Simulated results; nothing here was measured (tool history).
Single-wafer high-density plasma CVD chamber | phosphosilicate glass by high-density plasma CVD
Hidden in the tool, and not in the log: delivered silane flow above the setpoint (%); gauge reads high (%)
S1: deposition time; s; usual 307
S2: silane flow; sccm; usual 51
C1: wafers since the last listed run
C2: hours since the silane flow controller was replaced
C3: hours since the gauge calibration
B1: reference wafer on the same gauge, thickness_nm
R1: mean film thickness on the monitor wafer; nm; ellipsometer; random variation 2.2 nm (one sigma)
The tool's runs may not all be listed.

run 1 hour=0 | S1=307 S2=51 | C1=0 C2=4304.2 C3=54.4 | B1=1650.612 | R1=1496.145
run 2 hour=10.7 | S1=307 S2=51 | C1=70 C2=4314.9 C3=65.1 | B1=1649.47 | R1=1494.94
run 3 hour=19.1 | S1=307 S2=56 | C1=55 C2=4323.3 C3=73.5 | B1=1649.841 | R1=1609.631
run 4 hour=31.3 | S1=307 S2=56 | C1=80 C2=4335.5 C3=85.7 | B1=1650.262 | R1=1613.771
run 5 hour=39.6 | S1=307 S2=51 | C1=54 C2=4343.8 C3=94 | B1=1649.811 | R1=1495.363
run 6 hour=51.3 | S1=307 S2=51 | C1=77 C2=4355.5 C3=105.7 | B1=1650.364 | R1=1496.612
run 7 hour=63.2 | S1=307 S2=51 | C1=78 C2=4367.4 C3=117.6 | B1=1650.003 | R1=1489.154
run 8 hour=69.4 | S1=307 S2=51 | C1=41 C2=4373.6 C3=123.8 | B1=1649.041 | R1=1493.491
run 9 hour=84.4 | S1=307 S2=51 | C1=99 C2=4388.6 C3=138.8 | B1=1649.647 | R1=1493.525
run 10 hour=95.6 | S1=307 S2=51 | C1=74 C2=4399.8 C3=150 | B1=1650.239 | R1=1495.322
run 11 hour=110.8 | S1=307 S2=51 | C1=100 C2=4415 C3=165.2 | B1=1649.889 | R1=1488.706
run 12 hour=135.1 | S1=283 S2=48 | C1=160 C2=4439.3 C3=189.5 | B1=1649.675 | R1=1308.91
run 13 hour=143.5 | S1=283 S2=48 | C1=55 C2=4447.7 C3=197.9 | B1=1650.045 | R1=1307.348
run 14 hour=156.9 | S1=283 S2=48 | C1=88 C2=4461.1 C3=211.3 | B1=1650.993 | R1=1312.08

Forecast run 15:
run 15 hour=163.3 | S1=307 S2=51 | C1=42 C2=4467.5 C3=217.7 | B1=? | R1=?

B1: 1649.871
R1: 1492.942 nm
Without the tool's hidden state the same run would have given R1 1492.942 nm.
